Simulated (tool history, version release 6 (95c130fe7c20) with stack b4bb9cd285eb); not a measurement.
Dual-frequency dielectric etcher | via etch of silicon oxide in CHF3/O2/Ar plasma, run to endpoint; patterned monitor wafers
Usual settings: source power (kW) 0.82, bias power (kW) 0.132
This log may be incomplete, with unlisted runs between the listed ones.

run	hour	source power (kW)	bias power (kW)	wafers since the last listed run	hours since the last wet clean	hours since the last source power generator calibration	hours since the last bias power generator calibration	hours since the last upper electrode change	incoming incoming film thickness, nm	endpoint time (s)
1	0	0.82	0.12	0	305.4	1648.8	3414	2721.3	610.8	344.9
2	11.3	0.82	0.12	35	316.7	1660.1	3425.3	2732.6	611.7	346.9
3	23	0.82	0.12	36	328.4	1671.8	3437	2744.3	605.7	342.3
4	29.5	0.82	0.132	20	334.9	1678.3	3443.5	2750.8	610.9	330.3
5	36.2	0.95	0.132	21	341.6	1685	3450.2	2757.5	611.8	310.2
# hour 62.3: upper electrode replaced, of another model than before
6	62.8	0.95	0.132	8	368.2	1711.6	3476.8	0.5	612.9	313.9
7	63.3	0.95	0.132	1	368.7	1712.1	3477.3	1	613.3	313.3
8	63.7	0.82	0.132	1	369.1	1712.5	3477.7	1.4	614.7	335
9	67.1	0.82	0.132	10	372.5	1715.9	3481.1	4.8	615	333.8
10	77.2	0.82	0.132	31	382.6	1726	3491.2	14.9	606.4	330.7
# hour 82.3: bias power generator calibrated
# hour 103.3: wet clean of the chamber
11	103.8	0.72	0.116	5	0.5	1752.6	21.5	41.5	611.8	348.8
12	104.5	0.96	0.111	2	1.2	1753.3	22.2	42.2	608.9	317.1
13	116.9	0.7	0.132	39	13.6	1765.7	34.6	54.6	605.5	337.1
# hour 129.8: source power generator calibrated
14	130.3	0.66	0.132	29	27	0.5	48	68	610	347.6
15	138.2	0.82	0.104	24	34.9	8.4	55.9	75.9	610.3	344.3
16	144.5	0.82	0.132	19	41.2	14.7	62.2	82.2	607.4	319.2
17	153.8	0.82	0.132	29	50.5	24	71.5	91.5	610.1	318
18	167.2	0.82	0.141	42	63.9	37.4	84.9	104.9	611.6	315.5

The logged runs with the hidden state left out (each run's random variation unchanged):
Hidden conditions of the tool in this case: etch rate over this chamber's usual, %; source power that arrives over what is set, %; bias power that arrives over what is set, %.
run	endpoint time (s)
1	332.7
2	334.1
3	329.2
4	317.3
5	297.8
6	300.3
7	299.7
8	320.4
9	319.1
10	315.8
11	346.5
12	315
13	334.3
14	344.2
15	340.6
16	315.5
17	313.9
18	311
